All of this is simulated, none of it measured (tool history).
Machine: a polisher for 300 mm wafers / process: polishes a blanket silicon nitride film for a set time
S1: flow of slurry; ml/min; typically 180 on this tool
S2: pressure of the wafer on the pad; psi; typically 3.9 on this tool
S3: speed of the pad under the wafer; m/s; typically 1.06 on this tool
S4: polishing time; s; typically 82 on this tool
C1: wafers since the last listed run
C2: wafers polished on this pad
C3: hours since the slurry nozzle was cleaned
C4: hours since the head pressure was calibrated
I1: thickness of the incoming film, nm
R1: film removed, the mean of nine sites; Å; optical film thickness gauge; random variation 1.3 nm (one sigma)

run     day   S1   S2    S3   S4   C1    C2     C3     C4     I1    R1
  1       0  205  3.9  0.94   82    0    99  365.5  294.9    928  1384
  2   2.042  180  3.9  1.06   82  526   626  414.5  343.9    932  1486
  3   3.896  180  3.9  1.06   82  477  1104    459  388.4  944.9  1434
  4   4.912  180  3.9  1.06   82  262  1366  483.4  412.8  930.2  1454
      5.208  -- worn pad replaced by a new one
  5   7.217  180  3.9  1.06   82  550   517  538.7  468.1  940.8  1507
  6     9.5  180    3  1.06   82  588  1106  593.5  522.9  950.9  1103
  7  11.058  180    3  1.06   82  401  1507  630.9  560.3  936.4  1110
     12.329  -- worn pad replaced by a new one, of another model than before
  8   12.35  180    3  1.06   82  289     5  661.9  591.3  926.4  1327
  9  13.642  180  3.9  1.06   82  332   338  692.9  622.3  932.3  1517
     13.767  -- slurry nozzle cleaned
 10  14.846  120  3.9   1.2   92  299   638   25.9  651.2  944.7  1705
 11    16.3  205  4.6   1.2  105  374  1013   60.8  686.1  949.7  2273
 12  17.842  180  4.8  1.42   82  397  1410   97.8  723.1  951.8  1895
     18.367  -- worn pad replaced by a new one
     19.662  -- head pressure recalibrated
 13  19.683  150  3.9  0.86   82  410   317    142    0.5    949  1307
 14  21.333  180  3.9  1.06   82  425   742  181.6   40.1  951.1  1473
 15  23.321  180  3.9  1.06   82  512  1254  229.3   87.8  946.5  1430
     24.071  -- worn pad replaced by a new one
 16  26.038  215  3.9  0.96   82  657   506  294.5    153  928.7  1419
 17  27.675  180    3  1.42   82  422   928  333.8  192.3  939.1  1506
 18  30.117  180  3.9  1.06   82  629  1557  392.4  250.9    921  1413
     30.642  -- worn pad replaced by a new one
 19  31.742  180  3.9  1.06  100  375   283  431.4  289.9  953.1  1840

Consider 5 possible next runs. They are alternatives, not a sequence: every one starts from the tool as it was left by run 19. What does each give?
  A  31.758  150  3.9  1.06   82   4  287  431.8  290.3  941.2   ?
  B  31.758  145  5.1   0.9   98   4  287  431.8  290.3  941.2   ?
  C  31.758  180  3.9  0.68   58   4  287  431.8  290.3  941.2   ?
  D  31.758  240  3.9  1.06   82   4  287  431.8  290.3  941.2   ?
  E  31.758  180  3.9  1.06  103   4  287  431.8  290.3  941.2   ?

run    R1
  A  1483
  B  1894
  C   853
  D  1562
  E  1904
Stripped of hidden state, with their random variation kept, the same runs would have yielded:
run    R1
  A  1503
  B  1919
  C   864
  D  1582
  E  1929
